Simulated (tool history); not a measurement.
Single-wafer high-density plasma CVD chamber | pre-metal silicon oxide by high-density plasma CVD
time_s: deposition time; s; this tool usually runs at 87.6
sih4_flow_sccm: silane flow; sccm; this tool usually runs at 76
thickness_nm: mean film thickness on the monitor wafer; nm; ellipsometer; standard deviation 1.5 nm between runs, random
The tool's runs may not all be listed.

| run | hour | time_s | sih4_flow_sccm | read-back reference wafer on the same gauge, thickness_nm | thickness_nm |
|---|---|---|---|---|---|
| 1 | 0.0 | 87.6 | 76 | 609.831 | 637.346 |
| 2 | 62.5 | 87.6 | 76 | 610.298 | 637.638 |
| 3 | 111.5 | 87.6 | 76 | 609.907 | 637.584 |
| 4 | 169.8 | 87.6 | 81 | 609.921 | 680.264 |
| 5 | 203.5 | 87.6 | 81 | 609.923 | 680.782 |
| 6 | 250.9 | 87.6 | 87 | 610.161 | 729.129 |
| 7 | 306.0 | 87.6 | 76 | 609.617 | 640.203 |
| 8 | 343.9 | 87.6 | 76 | 610.519 | 638.225 |
| 9 | 410.8 | 87.6 | 65 | 609.578 | 547.610 |
| 10 | 447.9 | 87.6 | 65 | 609.861 | 546.363 |
| 11 | 516.5 | 87.6 | 65 | 609.840 | 547.589 |
| 12 | 544.5 | 87.6 | 67 | 609.842 | 564.855 |
| 13 | 586.3 | 87.6 | 67 | 609.806 | 561.162 |
| 14 | 647.8 | 87.6 | 76 | 610.215 | 641.620 |
| 15 | 680.4 | 76.8 | 76 | 609.796 | 561.098 |
| 16 | 707.5 | 76.8 | 76 | 610.087 | 562.638 |
| 17 | 738.0 | 76.8 | 76 | 609.811 | 559.648 |
| 18 | 770.1 | 87.6 | 76 | 610.080 | 642.158 |
| 19 | 799.3 | 87.6 | 76 | 610.265 | 640.842 |
| 20 | 850.7 | 87.6 | 76 | 609.878 | 641.150 |
| 21 | 883.9 | 87.6 | 76 | 609.924 | 639.800 |
| 22 | 943.5 | 87.6 | 83 | 609.946 | 698.448 |
| 23 | 1081.8 | 87.6 | 76 | 610.089 | 639.633 |
| 24 | 1148.6 | 104.5 | 72 | 609.786 | 725.418 |
| 25 | 1173.8 | 87.6 | 76 | 610.204 | 620.158 |
| 26 | 1284.0 | 93.9 | 88 | 609.982 | 773.892 |
| 27 | 1341.0 | 103.1 | 70 | 609.836 | 677.988 |
| 28 | 1410.7 | 82.6 | 71 | 610.142 | 548.522 |
| 29 | 1453.4 | 99.2 | 86 | 610.110 | 802.153 |
| 30 | 1524.8 | 87.6 | 82 | 610.156 | 671.008 |
| 31 | 1576.7 | 87.6 | 62 | 610.021 | 509.244 |
| 32 | 1602.3 | 81.6 | 83 | 609.816 | 633.327 |
| 33 | 1658.4 | 87.6 | 66 | 610.193 | 543.323 |
| 34 | 1713.8 | 81.5 | 89 | 610.305 | 683.987 |
| 35 | 1753.0 | 94.4 | 76 | 610.345 | 675.944 |
| 36 | 1819.7 | 72.2 | 76 | 609.913 | 515.440 |
| 37 | 1864.2 | 87.6 | 76 | 610.198 | 625.599 |
| 38 | 1927.7 | 72.6 | 89 | 610.227 | 610.123 |
| 39 | 2133.2 | 99.7 | 87 | 610.160 | 821.836 |
| 40 | 2200.8 | 98.5 | 91 | 610.114 | 844.482 |
| 41 | 2260.3 | 87.6 | 76 | 610.023 | 631.668 |
| 42 | 2330.0 | 96.4 | 87 | 609.930 | 795.003 |

The log once held 2 entries between its listed runs, left out of this copy. Where does each go, and what is different about the tool's unlogged condition between the listed run before it and the listed run after it?
After run 24, before run 25: silane flow controller replaced (hour 1167.9)
  delivered silane flow above the setpoint (%): 2.73 -> -0.438
  measured less the result without the state, thickness_nm: +19.254 -> -2.729 nm
After run 27, before run 28: gauge calibrated (hour 1384.3)
  delivered silane flow above the setpoint (%): -0.0883 -> 0.0429
  measured less the result without the state, thickness_nm: -0.599 -> +0.236 nm
